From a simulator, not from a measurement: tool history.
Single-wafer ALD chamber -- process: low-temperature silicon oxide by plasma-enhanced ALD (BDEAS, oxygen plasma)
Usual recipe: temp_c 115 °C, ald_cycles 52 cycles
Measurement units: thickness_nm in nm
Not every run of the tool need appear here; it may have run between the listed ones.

run,day,temp_c,ald_cycles,wafers since the last listed run,hours since the last thermocouple change,hours since the gauge calibration,"read-back reference wafer on the same gauge, thickness_nm",thickness_nm
1,0.000,115,52,0,1151.1,360.0,5.690,6.870
2,0.558,115,52,77,1164.5,373.4,5.697,6.870
3,1.454,115,52,123,1186.0,394.9,5.692,6.819
4,4.988,115,46,487,1270.8,479.7,5.686,6.037
5,6.167,115,46,162,1299.1,508.0,5.681,6.034
6,7.121,115,52,131,1322.0,530.9,5.680,6.815
7,8.167,115,47,144,1347.1,556.0,5.675,6.208
8,9.250,115,47,149,1373.1,582.0,5.672,6.166
9,10.583,115,47,184,1405.1,614.0,5.669,6.155
10,11.183,123,45,82,1419.5,628.4,5.670,5.790
11,12.588,123,45,193,1453.2,662.1,5.661,5.766
12,13.475,123,45,122,1474.5,683.4,5.662,5.805
13,14.071,115,56,82,1488.8,697.7,5.657,7.303
14,15.567,115,56,206,1524.7,733.6,5.652,7.345
15,17.046,115,52,204,1560.2,769.1,5.650,6.758
16,17.675,115,52,86,1575.3,784.2,5.649,6.772
17,18.529,115,54,117,1595.8,804.7,5.644,7.003
18,19.179,115,54,89,1611.4,820.3,5.641,7.062
19,19.825,115,52,89,1626.9,835.8,5.640,6.776
20,20.338,104,62,70,1639.2,848.1,5.635,8.273
21,22.562,102,56,307,1692.6,901.5,5.630,7.469
# day 24.125: gauge calibrated
22,24.758,108,52,303,1745.3,15.2,5.715,6.950
23,25.621,115,52,119,1766.0,35.9,5.711,6.816
24,26.217,115,52,82,1780.3,50.2,5.711,6.850
25,27.621,126,59,193,1814.0,83.9,5.715,7.561
26,28.817,115,47,165,1842.7,112.6,5.710,6.180
# day 29.604: thermocouple changed; heater temperature recalibrated
27,29.625,127,52,65,0.5,132.0,5.708,6.692
28,30.471,123,43,116,20.8,152.3,5.708,5.583
29,31.171,106,43,96,37.6,169.1,5.711,5.799
30,32.608,105,58,198,72.1,203.6,5.707,7.814
31,33.417,115,52,111,91.5,223.0,5.707,6.899
32,34.704,122,58,177,122.4,253.9,5.708,7.562
33,35.904,115,52,165,151.2,282.7,5.703,6.841
34,36.917,103,46,139,175.5,307.0,5.703,6.227
35,37.542,124,56,86,190.5,322.0,5.697,7.235
36,38.758,106,52,167,219.7,351.2,5.696,6.955

Some steps in thickness_nm, run to run, broken into two amounts with sign: the step expected even without the hidden condition (settings, incoming material, random variation), and the rest, left for the hidden condition together with whatever gauge scatter is not in both the measured and the hidden-condition-free result:
Hidden state at play: wafer temperature above the value expected at the setpoint (K); gauge reads high (%).
Run 12 -> 13: temp_c 123 -> 115, ald_cycles 45 -> 56. thickness_nm +1.498 nm: hidden state -0.014, all else +1.512.
Run 19 -> 20: temp_c 115 -> 104, ald_cycles 52 -> 62. thickness_nm +1.497 nm: hidden state -0.019, all else +1.516.
Run 21 -> 22: temp_c 102 -> 108, ald_cycles 56 -> 52, gauge calibrated. thickness_nm -0.519 nm: hidden state +0.110, all else -0.629.
Run 29 -> 30: temp_c 106 -> 105, ald_cycles 43 -> 58. thickness_nm +2.015 nm: hidden state +0.001, all else +2.014.

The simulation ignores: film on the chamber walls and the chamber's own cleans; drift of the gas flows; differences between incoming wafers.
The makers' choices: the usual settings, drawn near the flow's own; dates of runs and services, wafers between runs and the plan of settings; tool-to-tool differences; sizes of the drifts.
